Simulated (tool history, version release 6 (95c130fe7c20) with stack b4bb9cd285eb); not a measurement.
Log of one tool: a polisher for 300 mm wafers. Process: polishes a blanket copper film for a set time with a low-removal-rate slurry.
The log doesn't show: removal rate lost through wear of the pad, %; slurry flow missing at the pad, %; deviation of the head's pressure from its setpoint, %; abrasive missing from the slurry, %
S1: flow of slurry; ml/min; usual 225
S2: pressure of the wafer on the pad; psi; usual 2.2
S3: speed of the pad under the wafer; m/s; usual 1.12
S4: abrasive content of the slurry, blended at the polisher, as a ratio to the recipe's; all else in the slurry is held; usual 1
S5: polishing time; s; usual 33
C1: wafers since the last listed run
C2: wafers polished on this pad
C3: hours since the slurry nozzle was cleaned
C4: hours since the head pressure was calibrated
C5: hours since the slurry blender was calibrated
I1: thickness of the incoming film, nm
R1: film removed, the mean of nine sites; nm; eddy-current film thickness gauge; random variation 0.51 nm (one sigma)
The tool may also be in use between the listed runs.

{"run": 1, "day": 0.0, "S1": 225, "S2": 2.2, "S3": 1.12, "S4": 1, "S5": 33, "C1": 0, "C2": 145, "C3": 160.5, "C4": 1235.9, "C5": 296.4, "I1": 1109.3, "R1": 76.6}
{"day": 0.558, "done": "slurry blender recalibrated"}
{"run": 2, "day": 1.479, "S1": 225, "S2": 2.2, "S3": 1.12, "S4": 1, "S5": 33, "C1": 349, "C2": 494, "C3": 196, "C4": 1271.4, "C5": 22.1, "I1": 1105.9, "R1": 74.8}
{"run": 3, "day": 2.788, "S1": 225, "S2": 2.2, "S3": 1.12, "S4": 1, "S5": 33, "C1": 327, "C2": 822, "C3": 227.4, "C4": 1302.8, "C5": 53.5, "I1": 1101.3, "R1": 74.5}
{"run": 4, "day": 3.588, "S1": 225, "S2": 2.2, "S3": 1.12, "S4": 1, "S5": 33, "C1": 200, "C2": 1023, "C3": 246.6, "C4": 1322, "C5": 72.7, "I1": 1082.2, "R1": 75.3}
{"run": 5, "day": 4.238, "S1": 225, "S2": 2.2, "S3": 1.38, "S4": 1, "S5": 33, "C1": 162, "C2": 1185, "C3": 262.2, "C4": 1337.6, "C5": 88.3, "I1": 1087.2, "R1": 92.5}
{"day": 4.496, "done": "slurry nozzle cleaned"}
{"run": 6, "day": 8.296, "S1": 225, "S2": 2.2, "S3": 1.12, "S4": 1, "S5": 40, "C1": 1006, "C2": 2192, "C3": 91.2, "C4": 1435, "C5": 185.7, "I1": 1095.9, "R1": 93.6}
{"run": 7, "day": 9.379, "S1": 225, "S2": 2.2, "S3": 1.12, "S4": 1, "S5": 40, "C1": 271, "C2": 2463, "C3": 117.2, "C4": 1461, "C5": 211.7, "I1": 1094, "R1": 92.8}
{"day": 9.892, "done": "head pressure recalibrated"}
{"run": 8, "day": 10.683, "S1": 225, "S2": 2.2, "S3": 1.12, "S4": 1, "S5": 40, "C1": 305, "C2": 2769, "C3": 148.5, "C4": 19, "C5": 243, "I1": 1082.3, "R1": 91.7}
{"day": 10.979, "done": "slurry blender recalibrated"}
{"day": 11.675, "done": "worn pad replaced by a new one"}
{"run": 9, "day": 13.396, "S1": 225, "S2": 2.2, "S3": 1.12, "S4": 1, "S5": 33, "C1": 617, "C2": 431, "C3": 213.6, "C4": 84.1, "C5": 58, "I1": 1090, "R1": 75.8}
{"run": 10, "day": 14.688, "S1": 225, "S2": 1.6, "S3": 1.12, "S4": 1, "S5": 33, "C1": 323, "C2": 755, "C3": 244.6, "C4": 115.1, "C5": 89, "I1": 1103.4, "R1": 60.6}
{"day": 15.958, "done": "slurry nozzle cleaned"}
{"run": 11, "day": 15.979, "S1": 225, "S2": 2.2, "S3": 1.12, "S4": 1, "S5": 33, "C1": 313, "C2": 1068, "C3": 0.5, "C4": 146.1, "C5": 120, "I1": 1124.4, "R1": 79.3}
{"run": 12, "day": 16.792, "S1": 225, "S2": 2.2, "S3": 1.12, "S4": 1, "S5": 33, "C1": 203, "C2": 1272, "C3": 20, "C4": 165.6, "C5": 139.5, "I1": 1111, "R1": 79.4}
{"run": 13, "day": 18.221, "S1": 225, "S2": 1.5, "S3": 1.12, "S4": 0.75, "S5": 33, "C1": 358, "C2": 1630, "C3": 54.3, "C4": 199.9, "C5": 173.8, "I1": 1106.4, "R1": 56.6}
{"run": 14, "day": 19.5, "S1": 225, "S2": 2.2, "S3": 1.12, "S4": 1, "S5": 33, "C1": 320, "C2": 1950, "C3": 85, "C4": 230.6, "C5": 204.5, "I1": 1091.8, "R1": 76.3}
{"run": 15, "day": 20.854, "S1": 225, "S2": 3, "S3": 0.78, "S4": 0.8, "S5": 39, "C1": 339, "C2": 2289, "C3": 117.5, "C4": 263.1, "C5": 237, "I1": 1106.4, "R1": 75.1}
{"run": 16, "day": 22.15, "S1": 145, "S2": 2.7, "S3": 0.72, "S4": 1, "S5": 44, "C1": 324, "C2": 2614, "C3": 148.6, "C4": 294.2, "C5": 268.1, "I1": 1102.3, "R1": 68}
{"day": 22.479, "done": "slurry blender recalibrated"}
{"run": 17, "day": 23.25, "S1": 190, "S2": 1.4, "S3": 1.46, "S4": 1.2, "S5": 33, "C1": 254, "C2": 2869, "C3": 175, "C4": 320.6, "C5": 18.5, "I1": 1091.9, "R1": 73.1}
{"day": 23.646, "done": "worn pad replaced by a new one"}
{"day": 26.062, "done": "slurry nozzle cleaned"}
{"run": 18, "day": 26.767, "S1": 200, "S2": 1.9, "S3": 1.12, "S4": 0.85, "S5": 33, "C1": 828, "C2": 771, "C3": 16.9, "C4": 405, "C5": 102.9, "I1": 1104, "R1": 67.5}
{"run": 19, "day": 28.129, "S1": 225, "S2": 2.2, "S3": 1.12, "S4": 1, "S5": 33, "C1": 341, "C2": 1113, "C3": 49.6, "C4": 437.7, "C5": 135.6, "I1": 1091.7, "R1": 77.2}
{"run": 20, "day": 29.304, "S1": 280, "S2": 2.2, "S3": 1.12, "S4": 1.3, "S5": 30, "C1": 294, "C2": 1407, "C3": 77.8, "C4": 465.9, "C5": 163.8, "I1": 1091.5, "R1": 76.7}
{"run": 21, "day": 30.112, "S1": 225, "S2": 2.2, "S3": 0.78, "S4": 1, "S5": 33, "C1": 202, "C2": 1610, "C3": 97.2, "C4": 485.3, "C5": 183.2, "I1": 1089.9, "R1": 53.8}
{"run": 22, "day": 31.154, "S1": 290, "S2": 2.2, "S3": 0.86, "S4": 0.8, "S5": 25, "C1": 261, "C2": 1871, "C3": 122.2, "C4": 510.3, "C5": 208.2, "I1": 1114.3, "R1": 43.8}
{"run": 23, "day": 32.433, "S1": 225, "S2": 2.2, "S3": 1.12, "S4": 1, "S5": 33, "C1": 320, "C2": 2191, "C3": 152.9, "C4": 541, "C5": 238.9, "I1": 1083.1, "R1": 75.9}
{"day": 33.412, "done": "slurry blender recalibrated"}
{"run": 24, "day": 34.779, "S1": 285, "S2": 2.2, "S3": 0.84, "S4": 0.85, "S5": 33, "C1": 566, "C2": 2758, "C3": 209.2, "C4": 597.3, "C5": 32.8, "I1": 1085.2, "R1": 56.2}
{"day": 35.904, "done": "worn pad replaced by a new one"}
{"run": 25, "day": 36.25, "S1": 225, "S2": 1.7, "S3": 1.12, "S4": 1.15, "S5": 33, "C1": 326, "C2": 86, "C3": 244.5, "C4": 632.6, "C5": 68.1, "I1": 1088, "R1": 64.1}
{"run": 26, "day": 37.533, "S1": 270, "S2": 2.2, "S3": 1.32, "S4": 0.85, "S5": 33, "C1": 321, "C2": 408, "C3": 275.3, "C4": 663.4, "C5": 98.9, "I1": 1091.9, "R1": 86.9}
{"day": 37.85, "done": "slurry nozzle cleaned"}
{"run": 27, "day": 38.354, "S1": 280, "S2": 2.2, "S3": 1.12, "S4": 0.75, "S5": 33, "C1": 195, "C2": 603, "C3": 12.1, "C4": 683.1, "C5": 118.6, "I1": 1089.1, "R1": 75.5}
{"run": 28, "day": 39.592, "S1": 150, "S2": 2.2, "S3": 1.12, "S4": 1, "S5": 33, "C1": 310, "C2": 913, "C3": 41.8, "C4": 712.8, "C5": 148.3, "I1": 1100.5, "R1": 73}
{"run": 29, "day": 40.367, "S1": 225, "S2": 2.2, "S3": 1.12, "S4": 0.75, "S5": 40, "C1": 194, "C2": 1107, "C3": 60.4, "C4": 731.4, "C5": 166.9, "I1": 1103.4, "R1": 88.4}
{"run": 30, "day": 41.317, "S1": 225, "S2": 2.2, "S3": 1.12, "S4": 0.75, "S5": 33, "C1": 238, "C2": 1345, "C3": 83.2, "C4": 754.2, "C5": 189.7, "I1": 1094.5, "R1": 72.5}

The tool's hidden state at each run:
removal rate lost through wear of the pad, %: 0 in every run
deviation of the head's pressure from its setpoint, %: 0 in every run
abrasive missing from the slurry, %: 0 in every run
H1: slurry flow missing at the pad, %
run=1 H1=29
run=2 H1=30.8
run=3 H1=31.9
run=4 H1=32.4
run=5 H1=32.7
run=6 H1=22.6
run=7 H1=25.7
run=8 H1=28.4
run=9 H1=31.6
run=10 H1=32.5
run=11 H1=0.457
run=12 H1=7.2
run=13 H1=16
run=14 H1=21.4
run=15 H1=25.3
run=16 H1=28
run=17 H1=29.6
run=18 H1=7.23
run=19 H1=16
run=20 H1=21.3
run=21 H1=24
run=22 H1=26.8
run=23 H1=29.3
run=24 H1=32.1
run=25 H1=33.1
run=26 H1=33.7
run=27 H1=6.15
run=28 H1=14.7
run=29 H1=18.7
run=30 H1=22.6

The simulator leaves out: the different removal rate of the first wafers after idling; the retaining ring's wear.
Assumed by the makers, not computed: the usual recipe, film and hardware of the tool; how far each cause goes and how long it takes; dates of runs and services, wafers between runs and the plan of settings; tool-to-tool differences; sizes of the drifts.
